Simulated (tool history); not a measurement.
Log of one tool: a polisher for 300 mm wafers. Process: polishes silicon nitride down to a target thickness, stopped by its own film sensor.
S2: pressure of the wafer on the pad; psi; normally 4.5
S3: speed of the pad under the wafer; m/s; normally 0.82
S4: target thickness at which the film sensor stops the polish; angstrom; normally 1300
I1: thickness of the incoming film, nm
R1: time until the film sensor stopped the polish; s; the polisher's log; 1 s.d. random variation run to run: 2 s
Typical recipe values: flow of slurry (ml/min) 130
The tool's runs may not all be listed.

{"run": 1, "hour": 0.0, "flow of slurry (ml/min)": 130, "S2": 4.5, "S3": 0.82, "S4": 1300, "I1": 329.9, "R1": 128.4}
{"run": 2, "hour": 50.6, "flow of slurry (ml/min)": 130, "S2": 4.5, "S3": 0.82, "S4": 1300, "I1": 331.7, "R1": 129.5}
{"run": 3, "hour": 87.8, "flow of slurry (ml/min)": 130, "S2": 5.0, "S3": 0.82, "S4": 1300, "I1": 335.6, "R1": 119.1}
{"hour": 104.8, "done": "head pressure recalibrated"}
{"run": 4, "hour": 140.2, "flow of slurry (ml/min)": 130, "S2": 5.0, "S3": 0.82, "S4": 1300, "I1": 325.4, "R1": 114.9}
{"run": 5, "hour": 202.0, "flow of slurry (ml/min)": 130, "S2": 4.5, "S3": 0.82, "S4": 1300, "I1": 332.5, "R1": 138.4}
{"run": 6, "hour": 245.1, "flow of slurry (ml/min)": 130, "S2": 4.5, "S3": 0.82, "S4": 1300, "I1": 334.1, "R1": 135.4}
{"run": 7, "hour": 292.5, "flow of slurry (ml/min)": 130, "S2": 4.5, "S3": 0.82, "S4": 1300, "I1": 327.6, "R1": 131.7}
{"run": 8, "hour": 345.9, "flow of slurry (ml/min)": 130, "S2": 4.5, "S3": 0.82, "S4": 1490, "I1": 332.6, "R1": 125.3}
{"hour": 398.6, "done": "slurry nozzle cleaned"}
{"run": 9, "hour": 399.5, "flow of slurry (ml/min)": 130, "S2": 4.5, "S3": 0.82, "S4": 1490, "I1": 325.4, "R1": 112.2}
{"hour": 414.6, "done": "worn pad replaced by a new one"}
{"run": 10, "hour": 436.6, "flow of slurry (ml/min)": 130, "S2": 4.5, "S3": 0.82, "S4": 1490, "I1": 331.1, "R1": 118.4}
{"run": 11, "hour": 646.8, "flow of slurry (ml/min)": 130, "S2": 4.5, "S3": 0.82, "S4": 1300, "I1": 330.7, "R1": 132.5}
{"hour": 723.5, "done": "head pressure recalibrated"}
{"run": 12, "hour": 818.3, "flow of slurry (ml/min)": 130, "S2": 4.5, "S3": 0.82, "S4": 1300, "I1": 333.7, "R1": 143.6}
{"run": 13, "hour": 870.9, "flow of slurry (ml/min)": 130, "S2": 4.5, "S3": 0.82, "S4": 1300, "I1": 330.2, "R1": 140.6}
{"hour": 877.8, "done": "worn pad replaced by a new one"}
{"hour": 896.5, "done": "slurry nozzle cleaned"}
{"run": 14, "hour": 915.4, "flow of slurry (ml/min)": 130, "S2": 4.5, "S3": 0.82, "S4": 1300, "I1": 330.9, "R1": 125.6}
{"run": 15, "hour": 952.1, "flow of slurry (ml/min)": 90, "S2": 5.4, "S3": 0.92, "S4": 1120, "I1": 330.6, "R1": 117.7}
{"run": 16, "hour": 982.8, "flow of slurry (ml/min)": 130, "S2": 4.5, "S3": 0.82, "S4": 1120, "I1": 334.2, "R1": 140.0}
{"run": 17, "hour": 1017.7, "flow of slurry (ml/min)": 130, "S2": 4.5, "S3": 0.82, "S4": 1300, "I1": 329.2, "R1": 132.4}
{"run": 18, "hour": 1079.4, "flow of slurry (ml/min)": 130, "S2": 3.9, "S3": 0.82, "S4": 1300, "I1": 334.6, "R1": 153.2}
{"run": 19, "hour": 1126.5, "flow of slurry (ml/min)": 130, "S2": 4.5, "S3": 0.82, "S4": 1300, "I1": 331.2, "R1": 133.2}
{"run": 20, "hour": 1182.9, "flow of slurry (ml/min)": 130, "S2": 3.6, "S3": 1.08, "S4": 1550, "I1": 329.6, "R1": 115.1}
{"run": 21, "hour": 1215.2, "flow of slurry (ml/min)": 130, "S2": 4.5, "S3": 0.82, "S4": 840, "I1": 324.6, "R1": 166.8}
{"run": 22, "hour": 1246.6, "flow of slurry (ml/min)": 130, "S2": 4.5, "S3": 0.62, "S4": 1300, "I1": 329.1, "R1": 169.7}
{"run": 23, "hour": 1302.6, "flow of slurry (ml/min)": 160, "S2": 3.9, "S3": 0.82, "S4": 1300, "I1": 332.0, "R1": 145.7}
{"hour": 1345.9, "done": "head pressure recalibrated"}
{"run": 24, "hour": 1369.8, "flow of slurry (ml/min)": 155, "S2": 4.5, "S3": 0.82, "S4": 1300, "I1": 332.1, "R1": 134.5}
{"hour": 1374.0, "done": "slurry nozzle cleaned"}
{"hour": 1378.1, "done": "worn pad replaced by a new one"}
{"run": 25, "hour": 1409.9, "flow of slurry (ml/min)": 90, "S2": 5.0, "S3": 0.82, "S4": 810, "I1": 325.5, "R1": 153.0}
{"run": 26, "hour": 1455.5, "flow of slurry (ml/min)": 130, "S2": 4.5, "S3": 0.82, "S4": 1300, "I1": 328.2, "R1": 127.9}

Run 27, settings as shown, results not yet in. Your forecast:
{"run": 27, "hour": 1511.1, "flow of slurry (ml/min)": 110, "S2": 4.5, "S3": 0.82, "S4": 1980, "I1": 327.1, "R1": "?"}

R1: 86.4 s
The same run, on a tool lacking any hidden state, would have yielded R1 84.0 s.

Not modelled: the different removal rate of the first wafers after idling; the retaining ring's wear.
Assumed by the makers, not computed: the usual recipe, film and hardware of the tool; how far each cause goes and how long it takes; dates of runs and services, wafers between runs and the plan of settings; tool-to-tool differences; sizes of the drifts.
